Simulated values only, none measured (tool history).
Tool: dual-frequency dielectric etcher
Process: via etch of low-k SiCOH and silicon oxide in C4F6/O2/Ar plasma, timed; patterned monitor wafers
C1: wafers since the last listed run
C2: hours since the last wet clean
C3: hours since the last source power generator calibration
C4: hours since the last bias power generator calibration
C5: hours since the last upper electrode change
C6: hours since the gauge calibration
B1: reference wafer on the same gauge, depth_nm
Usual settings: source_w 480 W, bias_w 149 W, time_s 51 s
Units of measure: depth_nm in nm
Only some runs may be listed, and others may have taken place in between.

run 1 hour=0 | source_w=480 bias_w=149 time_s=51 | C1=0 C2=401.6 C3=3126.2 C4=1576.8 C5=5034.4 C6=194.8 | B1=110 | depth_nm=133.2
run 2 hour=8.2 | source_w=480 bias_w=149 time_s=51 | C1=118 C2=409.8 C3=3134.4 C4=1585 C5=5042.6 C6=203 | B1=110 | depth_nm=132.9
run 3 hour=16.6 | source_w=480 bias_w=149 time_s=51 | C1=121 C2=418.2 C3=3142.8 C4=1593.4 C5=5051 C6=211.4 | B1=110 | depth_nm=133.2
run 4 hour=27.7 | source_w=480 bias_w=149 time_s=51 | C1=160 C2=429.3 C3=3153.9 C4=1604.5 C5=5062.1 C6=222.5 | B1=110 | depth_nm=133.3
run 5 hour=34.2 | source_w=440 bias_w=149 time_s=51 | C1=93 C2=435.8 C3=3160.4 C4=1611 C5=5068.6 C6=229 | B1=110 | depth_nm=129.1
run 6 hour=88.1 | source_w=440 bias_w=149 time_s=51 | C1=777 C2=489.7 C3=3214.3 C4=1664.9 C5=5122.5 C6=282.9 | B1=109.9 | depth_nm=130
run 7 hour=98.2 | source_w=450 bias_w=149 time_s=51 | C1=145 C2=499.8 C3=3224.4 C4=1675 C5=5132.6 C6=293 | B1=110 | depth_nm=131
-- hour=122.7 upper electrode replaced
run 8 hour=123.2 | source_w=480 bias_w=149 time_s=51 | C1=14 C2=524.8 C3=3249.4 C4=1700 C5=0.5 C6=318 | B1=110 | depth_nm=134.5
run 9 hour=124.4 | source_w=480 bias_w=149 time_s=51 | C1=17 C2=526 C3=3250.6 C4=1701.2 C5=1.7 C6=319.2 | B1=110 | depth_nm=134.9
run 10 hour=133.8 | source_w=480 bias_w=149 time_s=51 | C1=135 C2=535.4 C3=3260 C4=1710.6 C5=11.1 C6=328.6 | B1=110 | depth_nm=134.8
run 11 hour=148.9 | source_w=480 bias_w=149 time_s=51 | C1=217 C2=550.5 C3=3275.1 C4=1725.7 C5=26.2 C6=343.7 | B1=110 | depth_nm=134.4
run 12 hour=158.9 | source_w=480 bias_w=149 time_s=51 | C1=144 C2=560.5 C3=3285.1 C4=1735.7 C5=36.2 C6=353.7 | B1=110.1 | depth_nm=135.5
run 13 hour=170.9 | source_w=480 bias_w=149 time_s=51 | C1=173 C2=572.5 C3=3297.1 C4=1747.7 C5=48.2 C6=365.7 | B1=110 | depth_nm=134.6
run 14 hour=185.1 | source_w=480 bias_w=149 time_s=51 | C1=204 C2=586.7 C3=3311.3 C4=1761.9 C5=62.4 C6=379.9 | B1=110 | depth_nm=135.7
run 15 hour=191.4 | source_w=480 bias_w=149 time_s=51 | C1=90 C2=593 C3=3317.6 C4=1768.2 C5=68.7 C6=386.2 | B1=110 | depth_nm=135
run 16 hour=198.3 | source_w=480 bias_w=149 time_s=51 | C1=99 C2=599.9 C3=3324.5 C4=1775.1 C5=75.6 C6=393.1 | B1=109.9 | depth_nm=136.2
run 17 hour=215.9 | source_w=530 bias_w=149 time_s=59.5 | C1=253 C2=617.5 C3=3342.1 C4=1792.7 C5=93.2 C6=410.7 | B1=110 | depth_nm=164.1
run 18 hour=237.4 | source_w=520 bias_w=160 time_s=42 | C1=310 C2=639 C3=3363.6 C4=1814.2 C5=114.7 C6=432.2 | B1=110 | depth_nm=117.4
-- hour=260.7 bias power generator calibrated
-- hour=267.5 wet clean of the chamber
run 19 hour=268 | source_w=480 bias_w=149 time_s=51 | C1=285 C2=0.5 C3=3394.2 C4=7.3 C5=145.3 C6=462.8 | B1=110 | depth_nm=129.8
run 20 hour=268.4 | source_w=480 bias_w=149 time_s=42.5 | C1=5 C2=0.9 C3=3394.6 C4=7.7 C5=145.7 C6=463.2 | B1=110 | depth_nm=108.5
run 21 hour=275.3 | source_w=560 bias_w=183 time_s=46 | C1=99 C2=7.8 C3=3401.5 C4=14.6 C5=152.6 C6=470.1 | B1=110 | depth_nm=132.1
run 22 hour=286.5 | source_w=430 bias_w=125 time_s=66 | C1=161 C2=19 C3=3412.7 C4=25.8 C5=163.8 C6=481.3 | B1=110 | depth_nm=153.5
run 23 hour=293.6 | source_w=480 bias_w=149 time_s=55.5 | C1=102 C2=26.1 C3=3419.8 C4=32.9 C5=170.9 C6=488.4 | B1=110 | depth_nm=141.3
-- hour=299.3 gauge calibrated
-- hour=299.8 source power generator calibrated
run 24 hour=305.9 | source_w=480 bias_w=149 time_s=51 | C1=119 C2=38.4 C3=6.1 C4=45.2 C5=183.2 C6=6.6 | B1=110 | depth_nm=130.7
run 25 hour=317.9 | source_w=480 bias_w=149 time_s=51 | C1=173 C2=50.4 C3=18.1 C4=57.2 C5=195.2 C6=18.6 | B1=110 | depth_nm=131.1
run 26 hour=332.6 | source_w=530 bias_w=118 time_s=35.5 | C1=212 C2=65.1 C3=32.8 C4=71.9 C5=209.9 C6=33.3 | B1=110 | depth_nm=88.9
run 27 hour=343 | source_w=480 bias_w=149 time_s=51 | C1=150 C2=75.5 C3=43.2 C4=82.3 C5=220.3 C6=43.7 | B1=110 | depth_nm=131
run 28 hour=357.5 | source_w=580 bias_w=122 time_s=59 | C1=209 C2=90 C3=57.7 C4=96.8 C5=234.8 C6=58.2 | B1=110 | depth_nm=153.8
run 29 hour=374.8 | source_w=580 bias_w=184 time_s=56 | C1=249 C2=107.3 C3=75 C4=114.1 C5=252.1 C6=75.5 | B1=110 | depth_nm=163.8
run 30 hour=386.3 | source_w=410 bias_w=149 time_s=42.5 | C1=165 C2=118.8 C3=86.5 C4=125.6 C5=263.6 C6=87 | B1=110.1 | depth_nm=102.7
run 31 hour=402.6 | source_w=480 bias_w=149 time_s=51 | C1=235 C2=135.1 C3=102.8 C4=141.9 C5=279.9 C6=103.3 | B1=110 | depth_nm=131.2

Alternative continuations, all from the tool just after run 31; predict every row:
run A hour=403 | source_w=480 bias_w=131 time_s=51 | C1=5 C2=135.5 C3=103.2 C4=142.3 C5=280.3 C6=103.7 | B1=? | depth_nm=?
run B hour=403 | source_w=480 bias_w=125 time_s=51 | C1=5 C2=135.5 C3=103.2 C4=142.3 C5=280.3 C6=103.7 | B1=? | depth_nm=?
run C hour=403 | source_w=430 bias_w=149 time_s=51 | C1=5 C2=135.5 C3=103.2 C4=142.3 C5=280.3 C6=103.7 | B1=? | depth_nm=?

run=A B1=110 depth_nm=126.7
run=B B1=110 depth_nm=125.1
run=C B1=110 depth_nm=125.7
Had the tool no hidden state, the same runs would have come out as:
run=A depth_nm=124.7
run=B depth_nm=123.2
run=C depth_nm=123.7
